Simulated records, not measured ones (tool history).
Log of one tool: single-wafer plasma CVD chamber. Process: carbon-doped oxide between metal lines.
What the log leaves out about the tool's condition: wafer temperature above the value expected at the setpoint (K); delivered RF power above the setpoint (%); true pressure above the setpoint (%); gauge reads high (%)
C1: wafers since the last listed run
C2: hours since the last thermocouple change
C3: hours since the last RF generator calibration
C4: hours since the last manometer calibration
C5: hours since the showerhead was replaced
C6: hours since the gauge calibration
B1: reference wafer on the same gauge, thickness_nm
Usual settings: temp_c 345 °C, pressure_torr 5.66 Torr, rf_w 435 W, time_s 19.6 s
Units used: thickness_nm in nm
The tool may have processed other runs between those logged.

run 1 hour=0 | temp_c=345 pressure_torr=5.66 rf_w=435 time_s=19.6 | C1=0 C2=1449.2 C3=1265.6 C4=434.8 C5=2766.6 C6=1248.6 | B1=75.512 | thickness_nm=84.207
-- hour=51.9 thermocouple changed; heater temperature recalibrated
run 2 hour=52.4 | temp_c=345 pressure_torr=5.66 rf_w=435 time_s=19.6 | C1=620 C2=0.5 C3=1318 C4=487.2 C5=2819 C6=1301 | B1=75.391 | thickness_nm=84.853
run 3 hour=95.6 | temp_c=345 pressure_torr=5.66 rf_w=435 time_s=19.6 | C1=603 C2=43.7 C3=1361.2 C4=530.4 C5=2862.2 C6=1344.2 | B1=75.304 | thickness_nm=84.891
run 4 hour=143.6 | temp_c=345 pressure_torr=5.66 rf_w=435 time_s=19.6 | C1=670 C2=91.7 C3=1409.2 C4=578.4 C5=2910.2 C6=1392.2 | B1=75.041 | thickness_nm=85.333
run 5 hour=184.6 | temp_c=345 pressure_torr=5.66 rf_w=435 time_s=17.3 | C1=573 C2=132.7 C3=1450.2 C4=619.4 C5=2951.2 C6=1433.2 | B1=74.869 | thickness_nm=74.632
run 6 hour=244.7 | temp_c=345 pressure_torr=5.66 rf_w=435 time_s=17.3 | C1=840 C2=192.8 C3=1510.3 C4=679.5 C5=3011.3 C6=1493.3 | B1=74.68 | thickness_nm=74.619
-- hour=257.3 showerhead replaced
run 7 hour=287.3 | temp_c=345 pressure_torr=5.66 rf_w=435 time_s=17.3 | C1=483 C2=235.4 C3=1552.9 C4=722.1 C5=30 C6=1535.9 | B1=74.553 | thickness_nm=74.258
-- hour=289.4 gauge calibrated
run 8 hour=327.1 | temp_c=357 pressure_torr=4.94 rf_w=435 time_s=19.6 | C1=556 C2=275.2 C3=1592.7 C4=761.9 C5=69.8 C6=37.7 | B1=77.613 | thickness_nm=83.595
-- hour=367.6 RF generator calibrated
run 9 hour=378 | temp_c=349 pressure_torr=5.66 rf_w=435 time_s=22.1 | C1=599 C2=326.1 C3=10.4 C4=812.8 C5=120.7 C6=88.6 | B1=77.884 | thickness_nm=97.302
run 10 hour=435.1 | temp_c=345 pressure_torr=5.66 rf_w=435 time_s=19.6 | C1=798 C2=383.2 C3=67.5 C4=869.9 C5=177.8 C6=145.7 | B1=77.588 | thickness_nm=87.48
run 11 hour=474.4 | temp_c=345 pressure_torr=5.66 rf_w=435 time_s=19.6 | C1=549 C2=422.5 C3=106.8 C4=909.2 C5=217.1 C6=185 | B1=77.612 | thickness_nm=88.092
run 12 hour=500.9 | temp_c=345 pressure_torr=5.66 rf_w=435 time_s=19.6 | C1=370 C2=449 C3=133.3 C4=935.7 C5=243.6 C6=211.5 | B1=77.689 | thickness_nm=87.035
run 13 hour=547.1 | temp_c=345 pressure_torr=5.66 rf_w=435 time_s=19.6 | C1=645 C2=495.2 C3=179.5 C4=981.9 C5=289.8 C6=257.7 | B1=77.505 | thickness_nm=87.235
run 14 hour=607.8 | temp_c=345 pressure_torr=5.66 rf_w=435 time_s=19.6 | C1=848 C2=555.9 C3=240.2 C4=1042.6 C5=350.5 C6=318.4 | B1=77.541 | thickness_nm=87.353
run 15 hour=649.9 | temp_c=345 pressure_torr=5.66 rf_w=365 time_s=19.6 | C1=588 C2=598 C3=282.3 C4=1084.7 C5=392.6 C6=360.5 | B1=77.515 | thickness_nm=78.819
run 16 hour=710.8 | temp_c=345 pressure_torr=5.66 rf_w=435 time_s=19.6 | C1=851 C2=658.9 C3=343.2 C4=1145.6 C5=453.5 C6=421.4 | B1=77.456 | thickness_nm=87.537
-- hour=743.2 capacitance manometer re-zeroed and calibrated
run 17 hour=751.7 | temp_c=345 pressure_torr=5.66 rf_w=435 time_s=19.6 | C1=459 C2=699.8 C3=384.1 C4=8.5 C5=494.4 C6=462.3 | B1=77.359 | thickness_nm=87.086
run 18 hour=779.2 | temp_c=341 pressure_torr=5.66 rf_w=435 time_s=19.6 | C1=384 C2=727.3 C3=411.6 C4=36 C5=521.9 C6=489.8 | B1=77.236 | thickness_nm=87.498
run 19 hour=828.2 | temp_c=356 pressure_torr=6.95 rf_w=495 time_s=19.6 | C1=684 C2=776.3 C3=460.6 C4=85 C5=570.9 C6=538.8 | B1=77.185 | thickness_nm=93.305
run 20 hour=860.5 | temp_c=345 pressure_torr=5.66 rf_w=435 time_s=19.6 | C1=451 C2=808.6 C3=492.9 C4=117.3 C5=603.2 C6=571.1 | B1=77.152 | thickness_nm=87.137
run 21 hour=894.3 | temp_c=345 pressure_torr=5.66 rf_w=435 time_s=19.6 | C1=472 C2=842.4 C3=526.7 C4=151.1 C5=637 C6=604.9 | B1=77.261 | thickness_nm=87.037
run 22 hour=924 | temp_c=345 pressure_torr=6.41 rf_w=435 time_s=19.6 | C1=415 C2=872.1 C3=556.4 C4=180.8 C5=666.7 C6=634.6 | B1=77.156 | thickness_nm=88.038
run 23 hour=995.4 | temp_c=345 pressure_torr=4.75 rf_w=470 time_s=19.6 | C1=998 C2=943.5 C3=627.8 C4=252.2 C5=738.1 C6=706 | B1=77.042 | thickness_nm=88.93
run 24 hour=1061.6 | temp_c=334 pressure_torr=4.74 rf_w=435 time_s=19.6 | C1=925 C2=1009.7 C3=694 C4=318.4 C5=804.3 C6=772.2 | B1=76.943 | thickness_nm=87.67
run 25 hour=1131.3 | temp_c=335 pressure_torr=6.77 rf_w=350 time_s=16.2 | C1=974 C2=1079.4 C3=763.7 C4=388.1 C5=874 C6=841.9 | B1=76.715 | thickness_nm=65.54
run 26 hour=1184.2 | temp_c=340 pressure_torr=6.78 rf_w=505 time_s=16.5 | C1=739 C2=1132.3 C3=816.6 C4=441 C5=926.9 C6=894.8 | B1=76.693 | thickness_nm=82.229
run 27 hour=1235 | temp_c=345 pressure_torr=6.9 rf_w=435 time_s=16.8 | C1=710 C2=1183.1 C3=867.4 C4=491.8 C5=977.7 C6=945.6 | B1=76.473 | thickness_nm=75.419
run 28 hour=1287.6 | temp_c=352 pressure_torr=6.65 rf_w=435 time_s=19.6 | C1=735 C2=1235.7 C3=920 C4=544.4 C5=1030.3 C6=998.2 | B1=76.53 | thickness_nm=85.643

For some of the steps in thickness_nm from one run to the next: how much would appear even if the tool had no hidden state, given the settings, what came in and random variation, and how much remains for the hidden state plus any gauge scatter that the measured result and the result without hidden state don't share?
Run 7 -> 8: temp_c 345 -> 357, pressure_torr 5.66 -> 4.94, time_s 17.3 -> 19.6, gauge calibrated. thickness_nm +9.337 nm: hidden state +3.097, all else +6.24.
Run 24 -> 25: temp_c 334 -> 335, pressure_torr 4.74 -> 6.77, rf_w 435 -> 350, time_s 19.6 -> 16.2. thickness_nm -22.13 nm: hidden state +0.221, all else -22.351.
Run 25 -> 26: temp_c 335 -> 340, pressure_torr 6.77 -> 6.78, rf_w 350 -> 505, time_s 16.2 -> 16.5. thickness_nm +16.689 nm: hidden state -0.423, all else +17.112.

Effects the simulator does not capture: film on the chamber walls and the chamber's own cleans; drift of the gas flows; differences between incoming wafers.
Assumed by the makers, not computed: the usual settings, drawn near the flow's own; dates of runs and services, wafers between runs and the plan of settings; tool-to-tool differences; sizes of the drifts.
